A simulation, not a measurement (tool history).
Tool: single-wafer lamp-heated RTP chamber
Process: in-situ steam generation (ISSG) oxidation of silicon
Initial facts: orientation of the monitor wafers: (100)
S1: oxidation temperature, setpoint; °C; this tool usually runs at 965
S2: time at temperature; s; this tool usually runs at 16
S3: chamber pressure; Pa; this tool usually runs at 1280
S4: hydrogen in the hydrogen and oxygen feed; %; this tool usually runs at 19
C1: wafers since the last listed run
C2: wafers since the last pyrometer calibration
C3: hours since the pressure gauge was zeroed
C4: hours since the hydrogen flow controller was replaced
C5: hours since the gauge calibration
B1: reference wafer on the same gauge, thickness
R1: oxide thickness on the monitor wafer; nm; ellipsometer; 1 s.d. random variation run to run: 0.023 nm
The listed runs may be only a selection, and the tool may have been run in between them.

run,hour,S1,S2,S3,S4,C1,C2,C3,C4,C5,B1,R1
1,0.0,965,16,1280,19,0,16,2129.4,109.2,1253.6,3.534,4.136
2,71.7,965,16,1280,19,1005,1021,2201.1,180.9,1325.3,3.539,4.135
3,122.3,965,16,1280,19,709,1731,2251.7,231.5,1375.9,3.532,4.093
4,166.6,965,16,1280,19,621,2352,2296.0,275.8,1420.2,3.528,4.140
5,234.1,965,16,1280,19,946,3298,2363.5,343.3,1487.7,3.532,4.171
6,314.8,965,16,1280,19,1131,4429,2444.2,424.0,1568.4,3.532,4.139
7,412.4,965,16,1347,19,1368,5798,2541.8,521.6,1666.0,3.529,4.184
8,454.1,965,16,1347,19,584,6382,2583.5,563.3,1707.7,3.526,4.196
9,556.1,965,16,1280,19,1430,7812,2685.5,665.3,1809.7,3.536,4.253
# hour 582.9: pyrometer window cleaned and pyrometer calibrated
10,594.5,958,22,1347,19,426,162,2723.9,703.7,1848.1,3.529,4.590
11,635.2,959,19,1280,19,570,733,2764.6,744.4,1888.8,3.533,4.393
12,715.1,965,13,1280,19,1120,1853,2844.5,824.3,1968.7,3.536,3.765
13,793.1,965,14,1173,19,1093,2947,2922.5,902.3,2046.7,3.521,3.919
14,833.9,965,16,1280,28,572,3519,2963.3,943.1,2087.5,3.527,4.546
# hour 859.3: pressure gauge zeroed
15,880.4,965,16,1173,24,539,4058,21.1,989.6,2134.0,3.528,4.420
# hour 886.5: gauge calibrated
16,926.4,948,20,1280,23,644,4703,67.1,1035.6,39.9,3.533,4.544
17,964.9,965,16,1280,19,539,5243,105.6,1074.1,78.4,3.526,4.190
18,1012.9,973,21,1107,16,672,5916,153.6,1122.1,126.4,3.532,4.763
# hour 1100.7: pyrometer window cleaned and pyrometer calibrated
19,1103.1,965,16,1120,19,1152,33,243.8,1212.3,216.6,3.534,4.178
20,1188.3,965,21,1280,24,1194,1227,329.0,1297.5,301.8,3.530,4.824
21,1263.4,965,16,1280,14,1052,2280,404.1,1372.6,376.9,3.526,3.902
22,1367.7,965,16,1280,19,1462,3743,508.4,1476.9,481.2,3.530,4.145
23,1404.6,955,16,1280,19,517,4260,545.3,1513.8,518.1,3.528,4.064
24,1443.9,971,16,1173,19,550,4811,584.6,1553.1,557.4,3.526,4.315
25,1495.1,965,16,1280,19,717,5529,635.8,1604.3,608.6,3.529,4.218
26,1557.7,965,19,1213,11,877,6406,698.4,1666.9,671.2,3.522,4.086
27,1598.7,947,16,1280,19,574,6981,739.4,1707.9,712.2,3.527,3.989
28,1656.7,973,21,1107,16,813,7794,797.4,1765.9,770.2,3.531,4.802
# hour 1686.7: pyrometer window cleaned and pyrometer calibrated
29,1762.4,974,22,1360,26,1369,1061,903.1,1871.6,875.9,3.534,5.102
30,1823.5,947,16,1360,14,856,1918,964.2,1932.7,937.0,3.532,3.640
31,1928.6,983,16,1213,13,1473,3391,1069.3,2037.8,1042.1,3.534,4.111

Subtracting, for every run, the result it would have given without the tool's unlogged condition from the measured result gives the following. The same run-to-run variation enters both numbers; the gauge's scatter may not:
The hidden state here: true wafer temperature minus pyrometer reading, K; true pressure minus gauge reading, Torr; deviation of the hydrogen flow from its setpoint, %; gauge reads high (%).
run,R1
1,+0.004
2,+0.006
3,+0.010
4,+0.015
5,+0.025
6,+0.040
7,+0.068
8,+0.081
9,+0.122
10,+0.003
11,+0.004
12,+0.008
13,+0.017
14,+0.029
15,+0.038
16,+0.049
17,+0.057
18,+0.093
19,+0.003
20,+0.007
21,+0.011
22,+0.028
23,+0.033
24,+0.050
25,+0.061
26,+0.082
27,+0.080
28,+0.156
29,+0.008
30,+0.008
31,+0.028
